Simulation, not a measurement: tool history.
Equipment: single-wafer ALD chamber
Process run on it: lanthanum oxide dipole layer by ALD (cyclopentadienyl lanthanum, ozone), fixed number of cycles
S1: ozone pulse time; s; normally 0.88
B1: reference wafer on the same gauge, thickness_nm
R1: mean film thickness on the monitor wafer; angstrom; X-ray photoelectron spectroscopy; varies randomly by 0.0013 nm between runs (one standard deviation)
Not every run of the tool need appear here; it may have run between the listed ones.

{"run": 1, "hour": 0.0, "S1": 0.88, "B1": 0.523, "R1": 4.77}
{"run": 2, "hour": 9.9, "S1": 1.04, "B1": 0.523, "R1": 5.02}
{"run": 3, "hour": 20.6, "S1": 1.04, "B1": 0.523, "R1": 5.02}
{"run": 4, "hour": 31.2, "S1": 1.04, "B1": 0.523, "R1": 5.02}
{"run": 5, "hour": 62.0, "S1": 0.62, "B1": 0.523, "R1": 4.19}
{"run": 6, "hour": 69.4, "S1": 0.62, "B1": 0.523, "R1": 4.21}
{"run": 7, "hour": 79.2, "S1": 0.62, "B1": 0.523, "R1": 4.21}
{"run": 8, "hour": 94.3, "S1": 0.88, "B1": 0.524, "R1": 4.77}
{"run": 9, "hour": 107.9, "S1": 0.88, "B1": 0.523, "R1": 4.78}
{"run": 10, "hour": 125.7, "S1": 0.88, "B1": 0.523, "R1": 4.79}
{"run": 11, "hour": 143.1, "S1": 0.88, "B1": 0.523, "R1": 4.78}
{"run": 12, "hour": 149.4, "S1": 0.88, "B1": 0.523, "R1": 4.75}
{"hour": 161.4, "done": "showerhead replaced"}
{"run": 13, "hour": 161.9, "S1": 0.88, "B1": 0.523, "R1": 4.76}
{"run": 14, "hour": 170.1, "S1": 0.88, "B1": 0.523, "R1": 4.76}
{"run": 15, "hour": 187.6, "S1": 1.11, "B1": 0.523, "R1": 5.07}
{"run": 16, "hour": 195.5, "S1": 0.74, "B1": 0.523, "R1": 4.47}
{"hour": 208.2, "done": "ozone generator serviced"}
{"run": 17, "hour": 208.7, "S1": 1.08, "B1": 0.523, "R1": 5.07}
{"run": 18, "hour": 213.8, "S1": 0.98, "B1": 0.523, "R1": 4.94}
{"run": 19, "hour": 252.1, "S1": 0.76, "B1": 0.523, "R1": 4.6}
{"run": 20, "hour": 261.9, "S1": 0.88, "B1": 0.523, "R1": 4.79}
{"run": 21, "hour": 277.6, "S1": 0.88, "B1": 0.523, "R1": 4.82}
{"hour": 289.7, "done": "gauge calibrated"}
{"hour": 294.9, "done": "thermocouple changed; heater temperature recalibrated"}
{"run": 22, "hour": 295.4, "S1": 1.17, "B1": 0.523, "R1": 5.18}
{"run": 23, "hour": 304.8, "S1": 1, "B1": 0.523, "R1": 4.98}
{"run": 24, "hour": 314.2, "S1": 0.64, "B1": 0.523, "R1": 4.28}
{"run": 25, "hour": 322.0, "S1": 1.03, "B1": 0.523, "R1": 5.03}
{"run": 26, "hour": 374.5, "S1": 1.1, "B1": 0.523, "R1": 5.1}
{"run": 27, "hour": 382.0, "S1": 1.21, "B1": 0.523, "R1": 5.21}
{"run": 28, "hour": 398.3, "S1": 0.88, "B1": 0.523, "R1": 4.8}
{"run": 29, "hour": 404.4, "S1": 0.67, "B1": 0.523, "R1": 4.38}
{"run": 30, "hour": 420.6, "S1": 1.01, "B1": 0.523, "R1": 5}

What the log doesn't show, run by run:
wafer temperature above the value expected at the setpoint (K): 0 on each run
gauge reads high (%): 0 on each run
H1: ozone dose above that of a generator just serviced (%)
run=1 H1=-1.52
run=2 H1=-1.61
run=3 H1=-1.71
run=4 H1=-1.82
run=5 H1=-2.14
run=6 H1=-2.23
run=7 H1=-2.34
run=8 H1=-2.51
run=9 H1=-2.68
run=10 H1=-2.91
run=11 H1=-3.14
run=12 H1=-3.22
run=13 H1=-3.39
run=14 H1=-3.51
run=15 H1=-3.77
run=16 H1=-3.88
run=17 H1=-0.187
run=18 H1=-0.188
run=19 H1=-0.217
run=20 H1=-0.231
run=21 H1=-0.261
run=22 H1=-0.303
run=23 H1=-0.33
run=24 H1=-0.359
run=25 H1=-0.385
run=26 H1=-0.609
run=27 H1=-0.648
run=28 H1=-0.739
run=29 H1=-0.775
run=30 H1=-0.876
